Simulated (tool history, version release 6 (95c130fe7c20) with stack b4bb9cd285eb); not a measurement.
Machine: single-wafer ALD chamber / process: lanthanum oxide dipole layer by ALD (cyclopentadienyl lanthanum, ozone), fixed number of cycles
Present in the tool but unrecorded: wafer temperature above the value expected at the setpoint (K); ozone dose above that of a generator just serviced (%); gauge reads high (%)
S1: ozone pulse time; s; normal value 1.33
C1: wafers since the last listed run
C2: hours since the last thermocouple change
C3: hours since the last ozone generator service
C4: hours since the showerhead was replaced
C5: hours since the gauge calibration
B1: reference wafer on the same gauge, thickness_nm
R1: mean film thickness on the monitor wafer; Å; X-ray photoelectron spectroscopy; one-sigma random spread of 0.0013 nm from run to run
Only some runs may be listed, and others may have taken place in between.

run	hour	S1	C1	C2	C3	C4	C5	B1	R1
1	0.0	1.07	0	1015.5	157.5	2048.8	1518.1	0.586	4.91
2	29.0	1.01	539	1044.5	186.5	2077.8	1547.1	0.585	4.84
3	92.7	1.01	1185	1108.2	250.2	2141.5	1610.8	0.586	4.85
4	142.3	1.33	923	1157.8	299.8	2191.1	1660.4	0.586	5.14
5	181.3	1.33	725	1196.8	338.8	2230.1	1699.4	0.586	5.13
6	241.1	1.33	1113	1256.6	398.6	2289.9	1759.2	0.586	5.13
7	277.9	1.50	684	1293.4	435.4	2326.7	1796.0	0.586	5.23
8	344.1	1.50	1232	1359.6	501.6	2392.9	1862.2	0.585	5.21
9	397.9	1.61	1001	1413.4	555.4	2446.7	1916.0	0.586	5.27
10	442.5	1.61	830	1458.0	600.0	2491.3	1960.6	0.586	5.27
11	484.4	1.61	779	1499.9	641.9	2533.2	2002.5	0.586	5.24
12	537.7	1.02	992	1553.2	695.2	2586.5	2055.8	0.586	4.77
13	578.3	1.33	755	1593.8	735.8	2627.1	2096.4	0.586	5.08
14	624.5	1.03	859	1640.0	782.0	2673.3	2142.6	0.586	4.76
15	655.9	1.33	584	1671.4	813.4	2704.7	2174.0	0.586	5.05
16	706.0	1.12	932	1721.5	863.5	2754.8	2224.1	0.586	4.84
17	732.5	0.96	493	1748.0	890.0	2781.3	2250.6	0.586	4.63
18	769.2	1.33	683	1784.7	926.7	2818.0	2287.3	0.586	5.01
19	811.2	1.33	781	1826.7	968.7	2860.0	2329.3	0.586	4.98
# hour 850.8: ozone generator serviced
20	868.8	1.05	923	1884.3	18.0	2917.6	2386.9	0.586	4.90
21	894.7	1.49	482	1910.2	43.9	2943.5	2412.8	0.586	5.25
22	920.3	1.81	476	1935.8	69.5	2969.1	2438.4	0.586	5.39
# hour 931.0: showerhead replaced
23	955.1	1.33	498	1970.6	104.3	24.1	2473.2	0.586	5.15
24	1024.0	1.66	1282	2039.5	173.2	93.0	2542.1	0.585	5.31
25	1072.6	1.33	904	2088.1	221.8	141.6	2590.7	0.586	5.17
# hour 1123.5: gauge calibrated
26	1130.8	1.52	1083	2146.3	280.0	199.8	7.3	0.586	5.26
# hour 1173.8: thermocouple changed; heater temperature recalibrated
27	1174.3	0.80	660	0.5	323.5	243.3	50.8	0.586	4.53
28	1222.4	1.69	895	48.6	371.6	291.4	98.9	0.586	5.30
29	1282.8	0.85	1124	109.0	432.0	351.8	159.3	0.586	4.60
30	1441.1	1.54	2946	267.3	590.3	510.1	317.6	0.586	5.23
31	1490.3	1.33	915	316.5	639.5	559.3	366.8	0.587	5.11
32	1529.0	1.64	720	355.2	678.2	598.0	405.5	0.586	5.28
33	1559.0	1.83	558	385.2	708.2	628.0	435.5	0.586	5.33
34	1605.6	1.33	867	431.8	754.8	674.6	482.1	0.587	5.05
35	1662.2	1.33	1053	488.4	811.4	731.2	538.7	0.586	5.04

Pick out some run-to-run changes in R1. Of each, how much would a tool without hidden state show as well, from the settings, what came in and chance, and how much is left for the hidden state and any gauge scatter not in both results compared?
Run 11 -> 12: S1 1.61 -> 1.02. R1 -0.47 Å: hidden state -0.06, all else -0.41.
Run 13 -> 14: S1 1.33 -> 1.03. R1 -0.32 Å: hidden state -0.04, all else -0.28.
Run 19 -> 20: S1 1.33 -> 1.05, ozone generator serviced. R1 -0.08 Å: hidden state +0.15, all else -0.23.
Run 26 -> 27: S1 1.52 -> 0.80, thermocouple changed; heater temperature recalibrated. R1 -0.73 Å: hidden state -0.02, all else -0.71.
Run 27 -> 28: S1 0.80 -> 1.69. R1 +0.77 Å: hidden state +0.01, all else +0.76.
Run 28 -> 29: S1 1.69 -> 0.85. R1 -0.70 Å: hidden state -0.03, all else -0.67.
